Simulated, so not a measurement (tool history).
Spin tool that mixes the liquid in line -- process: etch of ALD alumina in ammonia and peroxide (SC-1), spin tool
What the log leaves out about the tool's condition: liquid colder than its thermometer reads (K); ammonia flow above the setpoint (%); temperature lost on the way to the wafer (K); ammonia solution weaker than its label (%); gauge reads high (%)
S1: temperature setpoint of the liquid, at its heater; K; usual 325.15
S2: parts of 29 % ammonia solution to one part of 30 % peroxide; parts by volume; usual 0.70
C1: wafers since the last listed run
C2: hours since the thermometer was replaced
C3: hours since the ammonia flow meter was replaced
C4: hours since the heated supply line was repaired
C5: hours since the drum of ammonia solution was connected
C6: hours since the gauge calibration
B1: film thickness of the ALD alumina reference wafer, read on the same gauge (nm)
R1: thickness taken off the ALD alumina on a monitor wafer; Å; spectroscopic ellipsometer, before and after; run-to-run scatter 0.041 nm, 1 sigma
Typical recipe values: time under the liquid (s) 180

run 1 hour=0.0 | S1=325.15 S2=0.70 time_under_the_liquid_(s)=180 | C1=0 C2=2271.8 C3=1592.5 C4=2969.4 C5=503.6 C6=304.0 | B1=150.01 | R1=69.2
run 2 hour=69.5 | S1=325.15 S2=0.70 time_under_the_liquid_(s)=180 | C1=496 C2=2341.3 C3=1662.0 C4=3038.9 C5=573.1 C6=373.5 | B1=150.01 | R1=69.0
run 3 hour=116.7 | S1=325.15 S2=0.70 time_under_the_liquid_(s)=155 | C1=337 C2=2388.5 C3=1709.2 C4=3086.1 C5=620.3 C6=420.7 | B1=150.02 | R1=59.3
run 4 hour=188.3 | S1=325.15 S2=0.70 time_under_the_liquid_(s)=155 | C1=511 C2=2460.1 C3=1780.8 C4=3157.7 C5=691.9 C6=492.3 | B1=149.98 | R1=59.0
run 5 hour=217.2 | S1=325.15 S2=0.70 time_under_the_liquid_(s)=155 | C1=206 C2=2489.0 C3=1809.7 C4=3186.6 C5=720.8 C6=521.2 | B1=149.96 | R1=58.6
run 6 hour=247.2 | S1=325.15 S2=0.70 time_under_the_liquid_(s)=180 | C1=214 C2=2519.0 C3=1839.7 C4=3216.6 C5=750.8 C6=551.2 | B1=150.01 | R1=67.4
run 7 hour=312.1 | S1=325.15 S2=0.70 time_under_the_liquid_(s)=180 | C1=463 C2=2583.9 C3=1904.6 C4=3281.5 C5=815.7 C6=616.1 | B1=149.96 | R1=67.3
-- hour=314.6 new drum of ammonia solution connected
-- hour=335.8 thermometer replaced
run 8 hour=346.7 | S1=325.15 S2=0.70 time_under_the_liquid_(s)=180 | C1=232 C2=10.9 C3=1939.2 C4=3316.1 C5=32.1 C6=650.7 | B1=150.02 | R1=73.6
run 9 hour=394.5 | S1=332.65 S2=0.40 time_under_the_liquid_(s)=215 | C1=341 C2=58.7 C3=1987.0 C4=3363.9 C5=79.9 C6=698.5 | B1=150.01 | R1=125.6
run 10 hour=457.3 | S1=325.15 S2=0.70 time_under_the_liquid_(s)=180 | C1=448 C2=121.5 C3=2049.8 C4=3426.7 C5=142.7 C6=761.3 | B1=150.00 | R1=72.6
run 11 hour=487.4 | S1=325.15 S2=0.85 time_under_the_liquid_(s)=115 | C1=215 C2=151.6 C3=2079.9 C4=3456.8 C5=172.8 C6=791.4 | B1=149.99 | R1=47.1
-- hour=511.4 gauge calibrated
run 12 hour=542.0 | S1=325.15 S2=0.70 time_under_the_liquid_(s)=180 | C1=390 C2=206.2 C3=2134.5 C4=3511.4 C5=227.4 C6=30.6 | B1=150.00 | R1=72.3
-- hour=569.2 heated supply line repaired
-- hour=570.3 ammonia flow meter replaced
run 13 hour=611.3 | S1=320.15 S2=0.70 time_under_the_liquid_(s)=75 | C1=480 C2=275.5 C3=41.0 C4=42.1 C5=296.7 C6=99.9 | B1=150.00 | R1=27.9

What does the tool deliver on the next run?
run 14 hour=675.2 | S1=325.15 S2=0.70 time_under_the_liquid_(s)=180 | C1=456 C2=339.4 C3=104.9 C4=106.0 C5=360.6 C6=163.8 | B1=? | R1=?

B1: 150.03
R1: 88.4 Å
Without the tool's hidden state the same run would have given R1 91.7 Å.

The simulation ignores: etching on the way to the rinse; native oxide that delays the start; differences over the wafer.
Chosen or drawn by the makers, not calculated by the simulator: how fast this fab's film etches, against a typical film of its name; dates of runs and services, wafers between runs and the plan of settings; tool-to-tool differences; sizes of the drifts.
